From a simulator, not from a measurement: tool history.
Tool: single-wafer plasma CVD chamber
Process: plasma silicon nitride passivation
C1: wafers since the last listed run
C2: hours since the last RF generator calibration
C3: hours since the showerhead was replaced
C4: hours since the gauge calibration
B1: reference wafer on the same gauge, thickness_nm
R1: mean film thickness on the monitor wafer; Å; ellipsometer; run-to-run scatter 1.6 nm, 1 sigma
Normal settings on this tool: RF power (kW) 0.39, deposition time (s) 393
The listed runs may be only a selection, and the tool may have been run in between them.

{"run": 1, "day": 0.0, "RF power (kW)": 0.39, "deposition time (s)": 393, "C1": 0, "C2": 1187.2, "C3": 1343.1, "C4": 1671.3, "B1": 648.363, "R1": 5730.11}
{"run": 2, "day": 2.667, "RF power (kW)": 0.39, "deposition time (s)": 393, "C1": 340, "C2": 1251.2, "C3": 1407.1, "C4": 1735.3, "B1": 648.28, "R1": 5727.27}
{"run": 3, "day": 4.9, "RF power (kW)": 0.39, "deposition time (s)": 393, "C1": 284, "C2": 1304.8, "C3": 1460.7, "C4": 1788.9, "B1": 647.7, "R1": 5723.81}
{"run": 4, "day": 7.904, "RF power (kW)": 0.39, "deposition time (s)": 393, "C1": 383, "C2": 1376.9, "C3": 1532.8, "C4": 1861, "B1": 648.145, "R1": 5695.38}
{"run": 5, "day": 10.838, "RF power (kW)": 0.39, "deposition time (s)": 393, "C1": 374, "C2": 1447.3, "C3": 1603.2, "C4": 1931.4, "B1": 647.875, "R1": 5724.38}
{"run": 6, "day": 12.375, "RF power (kW)": 0.39, "deposition time (s)": 393, "C1": 196, "C2": 1484.2, "C3": 1640.1, "C4": 1968.3, "B1": 647.807, "R1": 5724.87}
{"run": 7, "day": 15.638, "RF power (kW)": 0.45, "deposition time (s)": 337, "C1": 416, "C2": 1562.5, "C3": 1718.4, "C4": 2046.6, "B1": 648.469, "R1": 5077.49}
{"run": 8, "day": 19.633, "RF power (kW)": 0.45, "deposition time (s)": 337, "C1": 509, "C2": 1658.4, "C3": 1814.3, "C4": 2142.5, "B1": 647.859, "R1": 5056.54}
{"run": 9, "day": 21.692, "RF power (kW)": 0.41, "deposition time (s)": 393, "C1": 262, "C2": 1707.8, "C3": 1863.7, "C4": 2191.9, "B1": 647.688, "R1": 5755.65}
{"run": 10, "day": 25.542, "RF power (kW)": 0.39, "deposition time (s)": 422, "C1": 491, "C2": 1800.2, "C3": 1956.1, "C4": 2284.3, "B1": 648.287, "R1": 6110.65}
{"run": 11, "day": 29.346, "RF power (kW)": 0.39, "deposition time (s)": 422, "C1": 485, "C2": 1891.5, "C3": 2047.4, "C4": 2375.6, "B1": 648.009, "R1": 6116.83}
{"run": 12, "day": 31.796, "RF power (kW)": 0.39, "deposition time (s)": 418, "C1": 312, "C2": 1950.3, "C3": 2106.2, "C4": 2434.4, "B1": 648.35, "R1": 6074.1}
{"run": 13, "day": 33.904, "RF power (kW)": 0.39, "deposition time (s)": 393, "C1": 268, "C2": 2000.9, "C3": 2156.8, "C4": 2485, "B1": 647.786, "R1": 5664.85}
{"run": 14, "day": 40.454, "RF power (kW)": 0.39, "deposition time (s)": 393, "C1": 835, "C2": 2158.1, "C3": 2314, "C4": 2642.2, "B1": 647.719, "R1": 5694.05}
{"run": 15, "day": 44.642, "RF power (kW)": 0.39, "deposition time (s)": 393, "C1": 534, "C2": 2258.6, "C3": 2414.5, "C4": 2742.7, "B1": 648.51, "R1": 5678.63}
{"run": 16, "day": 46.729, "RF power (kW)": 0.39, "deposition time (s)": 393, "C1": 266, "C2": 2308.7, "C3": 2464.6, "C4": 2792.8, "B1": 647.964, "R1": 5679.52}
{"run": 17, "day": 49.529, "RF power (kW)": 0.39, "deposition time (s)": 393, "C1": 357, "C2": 2375.9, "C3": 2531.8, "C4": 2860, "B1": 647.718, "R1": 5654.7}
{"run": 18, "day": 53.462, "RF power (kW)": 0.39, "deposition time (s)": 393, "C1": 501, "C2": 2470.3, "C3": 2626.2, "C4": 2954.4, "B1": 648.218, "R1": 5638.96}
{"day": 57.4, "done": "RF generator calibrated"}
{"run": 19, "day": 57.446, "RF power (kW)": 0.39, "deposition time (s)": 453, "C1": 465, "C2": 1.1, "C3": 2721.8, "C4": 3050, "B1": 647.821, "R1": 6591.65}
{"run": 20, "day": 59.35, "RF power (kW)": 0.39, "deposition time (s)": 393, "C1": 242, "C2": 46.8, "C3": 2767.5, "C4": 3095.7, "B1": 648.158, "R1": 5730.97}
{"day": 59.379, "done": "gauge calibrated"}
{"run": 21, "day": 62.475, "RF power (kW)": 0.415, "deposition time (s)": 431, "C1": 398, "C2": 121.8, "C3": 2842.5, "C4": 74.3, "B1": 648.6, "R1": 6412.83}
{"run": 22, "day": 66.092, "RF power (kW)": 0.39, "deposition time (s)": 393, "C1": 461, "C2": 208.6, "C3": 2929.3, "C4": 161.1, "B1": 647.789, "R1": 5751.11}
{"day": 68.779, "done": "showerhead replaced"}
{"run": 23, "day": 69.125, "RF power (kW)": 0.37, "deposition time (s)": 439, "C1": 344, "C2": 281.4, "C3": 8.3, "C4": 233.9, "B1": 648.1, "R1": 6337.02}
{"run": 24, "day": 72.754, "RF power (kW)": 0.42, "deposition time (s)": 344, "C1": 462, "C2": 368.5, "C3": 95.4, "C4": 321, "B1": 647.701, "R1": 5142.45}
{"run": 25, "day": 77.05, "RF power (kW)": 0.46, "deposition time (s)": 393, "C1": 548, "C2": 471.6, "C3": 198.5, "C4": 424.1, "B1": 647.688, "R1": 5967.23}
{"run": 26, "day": 87.783, "RF power (kW)": 0.435, "deposition time (s)": 393, "C1": 1369, "C2": 729.2, "C3": 456.1, "C4": 681.7, "B1": 648.6, "R1": 5883.67}
{"run": 27, "day": 91.304, "RF power (kW)": 0.335, "deposition time (s)": 420, "C1": 449, "C2": 813.7, "C3": 540.6, "C4": 766.2, "B1": 648.317, "R1": 5953.5}
{"run": 28, "day": 93.754, "RF power (kW)": 0.325, "deposition time (s)": 421, "C1": 312, "C2": 872.5, "C3": 599.4, "C4": 825, "B1": 648.017, "R1": 5890.6}
{"run": 29, "day": 97.529, "RF power (kW)": 0.39, "deposition time (s)": 393, "C1": 481, "C2": 963.1, "C3": 690, "C4": 915.6, "B1": 648.029, "R1": 5736.17}
{"run": 30, "day": 100.179, "RF power (kW)": 0.45, "deposition time (s)": 468, "C1": 338, "C2": 1026.7, "C3": 753.6, "C4": 979.2, "B1": 647.561, "R1": 7055.34}
{"run": 31, "day": 102.392, "RF power (kW)": 0.415, "deposition time (s)": 462, "C1": 282, "C2": 1079.8, "C3": 806.7, "C4": 1032.3, "B1": 648.2, "R1": 6836.91}
{"run": 32, "day": 104.304, "RF power (kW)": 0.345, "deposition time (s)": 350, "C1": 243, "C2": 1125.7, "C3": 852.6, "C4": 1078.2, "B1": 648.123, "R1": 4973.32}
{"run": 33, "day": 108.188, "RF power (kW)": 0.335, "deposition time (s)": 366, "C1": 495, "C2": 1218.9, "C3": 945.8, "C4": 1171.4, "B1": 648.346, "R1": 5148.19}
{"run": 34, "day": 112.592, "RF power (kW)": 0.415, "deposition time (s)": 467, "C1": 561, "C2": 1324.6, "C3": 1051.5, "C4": 1277.1, "B1": 648.002, "R1": 6926.75}
{"run": 35, "day": 115.325, "RF power (kW)": 0.35, "deposition time (s)": 393, "C1": 348, "C2": 1390.2, "C3": 1117.1, "C4": 1342.7, "B1": 648.033, "R1": 5582.99}
{"run": 36, "day": 118.679, "RF power (kW)": 0.355, "deposition time (s)": 438, "C1": 427, "C2": 1470.7, "C3": 1197.6, "C4": 1423.2, "B1": 647.742, "R1": 6228.38}
{"run": 37, "day": 122.625, "RF power (kW)": 0.42, "deposition time (s)": 316, "C1": 503, "C2": 1565.4, "C3": 1292.3, "C4": 1517.9, "B1": 648.013, "R1": 4673.44}
{"run": 38, "day": 125.283, "RF power (kW)": 0.37, "deposition time (s)": 393, "C1": 339, "C2": 1629.2, "C3": 1356.1, "C4": 1581.7, "B1": 648.169, "R1": 5659.23}
{"run": 39, "day": 129.092, "RF power (kW)": 0.39, "deposition time (s)": 393, "C1": 485, "C2": 1720.6, "C3": 1447.5, "C4": 1673.1, "B1": 648.277, "R1": 5742.46}
{"run": 40, "day": 133.1, "RF power (kW)": 0.39, "deposition time (s)": 460, "C1": 511, "C2": 1816.8, "C3": 1543.7, "C4": 1769.3, "B1": 647.59, "R1": 6682}
{"run": 41, "day": 137.567, "RF power (kW)": 0.315, "deposition time (s)": 328, "C1": 569, "C2": 1924, "C3": 1650.9, "C4": 1876.5, "B1": 648.125, "R1": 4523.98}
{"run": 42, "day": 140.842, "RF power (kW)": 0.39, "deposition time (s)": 422, "C1": 417, "C2": 2002.6, "C3": 1729.5, "C4": 1955.1, "B1": 648.41, "R1": 6105.04}
{"run": 43, "day": 142.654, "RF power (kW)": 0.39, "deposition time (s)": 393, "C1": 231, "C2": 2046.1, "C3": 1773, "C4": 1998.6, "B1": 647.78, "R1": 5678.65}
{"run": 44, "day": 144.375, "RF power (kW)": 0.32, "deposition time (s)": 337, "C1": 219, "C2": 2087.4, "C3": 1814.3, "C4": 2039.9, "B1": 647.917, "R1": 4674}
{"run": 45, "day": 146.167, "RF power (kW)": 0.39, "deposition time (s)": 454, "C1": 228, "C2": 2130.4, "C3": 1857.3, "C4": 2082.9, "B1": 648.436, "R1": 6556.6}

Take each entry between the runs: how does the hidden state at the last listed run before it differ from the hidden state at the first listed run after it?
After run 18, before run 19: RF generator calibrated (day 57.4)
  delivered RF power above the setpoint (%): -6.99 -> -0.622
  what was measured, less what the result would be without the hidden state, R1: -92.09 -> -9.27 Å
After run 20, before run 21: gauge calibrated (day 59.379)
  delivered RF power above the setpoint (%): -0.624 -> -0.638
  what was measured, less what the result would be without the hidden state, R1: -8.1 -> -9.26 Å
After run 22, before run 23: showerhead replaced (day 68.779)
  delivered RF power above the setpoint (%): -0.669 -> -0.708
  what was measured, less what the result would be without the hidden state, R1: -8.71 -> -10.16 Å
